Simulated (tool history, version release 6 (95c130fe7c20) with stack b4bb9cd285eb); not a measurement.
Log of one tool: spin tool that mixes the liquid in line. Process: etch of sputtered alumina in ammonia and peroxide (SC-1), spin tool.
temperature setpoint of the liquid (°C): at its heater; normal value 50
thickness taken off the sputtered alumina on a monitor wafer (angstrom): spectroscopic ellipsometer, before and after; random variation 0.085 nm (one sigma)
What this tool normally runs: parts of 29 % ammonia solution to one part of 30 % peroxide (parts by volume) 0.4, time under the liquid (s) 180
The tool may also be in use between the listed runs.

run   hour  temperature setpoint of the liquid (°C)  parts of 29 % ammonia solution to one part of 30 % peroxide (parts by volume)  time under the liquid (s)  wafers since the last listed run  hours since the thermometer was replaced  hours since the ammonia flow meter was replaced  hours since the heated supply line was repaired  hours since the drum of ammonia solution was connected  hours since the gauge calibration  read-back film thickness of the sputtered alumina reference wafer, read on the same gauge (nm)  thickness taken off the sputtered alumina on a monitor wafer (angstrom)
  1      0                                       50                                                                            0.4                        180                                 0                                    1756.3                                             1504                                           1963.8                                                   694.1                                 53                                                                                           30.01                                                                     84.1
  2   23.8                                       50                                                                            0.4                        180                               154                                    1780.1                                           1527.8                                           1987.6                                                   717.9                               76.8                                                                                           30.01                                                                     83.2
  3   50.5                                       50                                                                            0.4                        180                               172                                    1806.8                                           1554.5                                           2014.3                                                   744.6                              103.5                                                                                              30                                                                     83.2
  4   70.7                                       50                                                                            0.4                        180                               130                                      1827                                           1574.7                                           2034.5                                                   764.8                              123.7                                                                                           29.99                                                                     83.4
  5  103.1                                       50                                                                            0.4                        180                               209                                    1859.4                                           1607.1                                           2066.9                                                   797.2                              156.1                                                                                              30                                                                     82.5
  6  134.1                                       50                                                                            0.4                        180                               200                                    1890.4                                           1638.1                                           2097.9                                                   828.2                              187.1                                                                                           29.99                                                                     83.4
  7  165.7                                       50                                                                           0.35                        180                               204                                      1922                                           1669.7                                           2129.5                                                   859.8                              218.7                                                                                              30                                                                     82.1
  8  188.4                                       50                                                                           0.35                        180                               147                                    1944.7                                           1692.4                                           2152.2                                                   882.5                              241.4                                                                                           30.03                                                                       82
  9  205.6                                       50                                                                           0.35                        180                               111                                    1961.9                                           1709.6                                           2169.4                                                   899.7                              258.6                                                                                           30.01                                                                       82
 10  310.9                                     54.5                                                                            0.4                        180                               682                                    2067.2                                           1814.9                                           2274.7                                                    1005                              363.9                                                                                           29.99                                                                    106.4
     316.7  -- heated supply line repaired
 11  337.2                                     54.5                                                                            0.4                        180                               163                                    2093.5                                           1841.2                                             20.5                                                  1031.3                              390.2                                                                                           29.99                                                                    131.3
 12  356.2                                       50                                                                            0.4                        180                               123                                    2112.5                                           1860.2                                             39.5                                                  1050.3                              409.2                                                                                           29.98                                                                    103.8
 13  368.4                                       50                                                                            0.4                        180                                79                                    2124.7                                           1872.4                                             51.7                                                  1062.5                              421.4                                                                                              30                                                                    103.8
 14  383.7                                     54.5                                                                           0.25                        130                                99                                      2140                                           1887.7                                               67                                                  1077.8                              436.7                                                                                              30                                                                     91.4
 15  399.4                                       50                                                                            0.2                        180                               101                                    2155.7                                           1903.4                                             82.7                                                  1093.5                              452.4                                                                                           30.01                                                                       97
     404.9  -- new drum of ammonia solution connected
     426.6  -- thermometer replaced
 16  427.3                                       50                                                                            0.4                        215                               167                                       0.7                                           1931.3                                            110.6                                                    22.4                              480.3                                                                                              30                                                                    123.6
 17  455.9                                       50                                                                            0.4                        180                               185                                      29.3                                           1959.9                                            139.2                                                      51                              508.9                                                                                           29.99                                                                    101.9
     457.6  -- gauge calibrated
     483.6  -- ammonia flow meter replaced
 18  491.1                                       50                                                                            0.4                         95                               221                                      64.5                                              7.5                                            174.4                                                    86.2                               33.5                                                                                           29.98                                                                     54.5
 19  505.8                                     52.5                                                                            0.6                        280                                95                                      79.2                                             22.2                                            189.1                                                   100.9                               48.2                                                                                           30.01                                                                    191.2
 20  535.3                                       54                                                                            0.3                        140                               191                                     108.7                                             51.7                                            218.6                                                   130.4                               77.7                                                                                           30.02                                                                     96.1
 21  557.1                                     56.5                                                                           0.35                         75                               141                                     130.5                                             73.5                                            240.4                                                   152.2                               99.5                                                                                           30.01                                                                     59.4
 22  586.3                                       50                                                                            0.4                        180                               189                                     159.7                                            102.7                                            269.6                                                   181.4                              128.7                                                                                           30.01                                                                     99.7
 23    603                                     40.5                                                                           0.25                        125                               108                                     176.4                                            119.4                                            286.3                                                   198.1                              145.4                                                                                              30                                                                     39.5
 24  636.7                                       43                                                                            0.6                        255                               218                                     210.1                                            153.1                                              320                                                   231.8                              179.1                                                                                           30.01                                                                    100.4

Alternative continuations, all from the tool just after run 24; predict every row:
  A  637.2                                       50                                                                           0.45                        180                                 3                                     210.6                                            153.6                                            320.5                                                   232.3                              179.6                                                                                               ?                                                                        ?
  B  637.2                                     41.5                                                                            0.3                        250                                 3                                     210.6                                            153.6                                            320.5                                                   232.3                              179.6                                                                                               ?                                                                        ?
  C  637.2                                       50                                                                            0.3                        115                                 3                                     210.6                                            153.6                                            320.5                                                   232.3                              179.6                                                                                               ?                                                                        ?
  D  637.2                                       50                                                                           0.55                         85                                 3                                     210.6                                            153.6                                            320.5                                                   232.3                              179.6                                                                                               ?                                                                        ?
  E  637.2                                     59.5                                                                            0.4                        180                                 3                                     210.6                                            153.6                                            320.5                                                   232.3                              179.6                                                                                               ?                                                                        ?

run  read-back film thickness of the sputtered alumina reference wafer, read on the same gauge (nm)  thickness taken off the sputtered alumina on a monitor wafer (angstrom)
  A                                                                                              30                                                                    102.9
  B                                                                                              30                                                                     84.8
  C                                                                                              30                                                                     63.3
  D                                                                                              30                                                                     49.5
  E                                                                                              30                                                                    169.1
The same runs, with their run-to-run variation unchanged, on a tool lacking any hidden condition would have given:
run  thickness taken off the sputtered alumina on a monitor wafer (angstrom)
  A                                                                    106.6
  B                                                                       88
  C                                                                     65.5
  D                                                                     51.3
  E                                                                    174.7

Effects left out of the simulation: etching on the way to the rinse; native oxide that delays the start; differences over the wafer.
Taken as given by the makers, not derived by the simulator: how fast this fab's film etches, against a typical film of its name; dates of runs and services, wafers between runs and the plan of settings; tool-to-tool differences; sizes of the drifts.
